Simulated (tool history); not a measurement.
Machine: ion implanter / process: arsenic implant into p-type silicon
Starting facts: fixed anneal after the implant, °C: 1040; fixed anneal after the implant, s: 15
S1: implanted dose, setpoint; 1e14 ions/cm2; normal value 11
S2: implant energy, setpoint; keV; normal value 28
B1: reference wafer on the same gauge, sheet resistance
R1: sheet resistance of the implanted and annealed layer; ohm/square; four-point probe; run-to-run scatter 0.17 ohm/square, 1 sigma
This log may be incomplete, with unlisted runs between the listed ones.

run 1 hour=0 | S1=11 S2=28 | B1=110.07 | R1=110.62
run 2 hour=69.4 | S1=11 S2=28 | B1=110.03 | R1=111.01
run 3 hour=132.9 | S1=11 S2=28 | B1=110.04 | R1=111.45
run 4 hour=209.6 | S1=11 S2=28 | B1=109.94 | R1=111.2
run 5 hour=254.8 | S1=11 S2=28 | B1=109.95 | R1=111.44
run 6 hour=348.5 | S1=11 S2=28 | B1=109.96 | R1=111.22
run 7 hour=425 | S1=11 S2=22.5 | B1=110.02 | R1=115.43
run 8 hour=500.2 | S1=11 S2=28 | B1=110 | R1=111.37
run 9 hour=592.8 | S1=12.09 S2=32 | B1=110.04 | R1=102.79
run 10 hour=672.3 | S1=11 S2=28 | B1=110.11 | R1=111.45
run 11 hour=733.5 | S1=11 S2=28 | B1=110.09 | R1=111.35
run 12 hour=777.3 | S1=11 S2=28 | B1=109.97 | R1=111.51
run 13 hour=920.7 | S1=11 S2=28 | B1=110.01 | R1=111.71
run 14 hour=975.8 | S1=11 S2=28 | B1=110.04 | R1=111.86
run 15 hour=1039.9 | S1=11 S2=28 | B1=109.97 | R1=111.56
run 16 hour=1090 | S1=11 S2=28 | B1=110.03 | R1=111.97
-- hour=1157.8 extraction supply calibrated
run 17 hour=1172.6 | S1=11.84 S2=33.5 | B1=110 | R1=103.16
run 18 hour=1254.3 | S1=9.58 S2=36.5 | B1=110.03 | R1=116.82
run 19 hour=1338.5 | S1=12.42 S2=35 | B1=109.94 | R1=99.71
run 20 hour=1415.7 | S1=11 S2=28 | B1=110.07 | R1=111.69
run 21 hour=1473.7 | S1=11 S2=28 | B1=110.04 | R1=112.22
run 22 hour=1555.3 | S1=9.58 S2=36.5 | B1=110.03 | R1=116.95
run 23 hour=1630.8 | S1=12.04 S2=33 | B1=110.04 | R1=102.98
run 24 hour=1674.1 | S1=13.24 S2=32.5 | B1=110 | R1=97.86

Run 25, settings as shown, results not yet in. Your forecast:
-- hour=1700.6 gauge calibrated
-- hour=1712.7 Faraday cup replaced and dose calibrated
run 25 hour=1745 | S1=11 S2=36 | B1=? | R1=?

Run 25 produced B1 109.97, R1 105.59 ohm/square.
Take away the tool's hidden state, keep the run-to-run variation as it was, and the same run would have given R1 105.43 ohm/square.
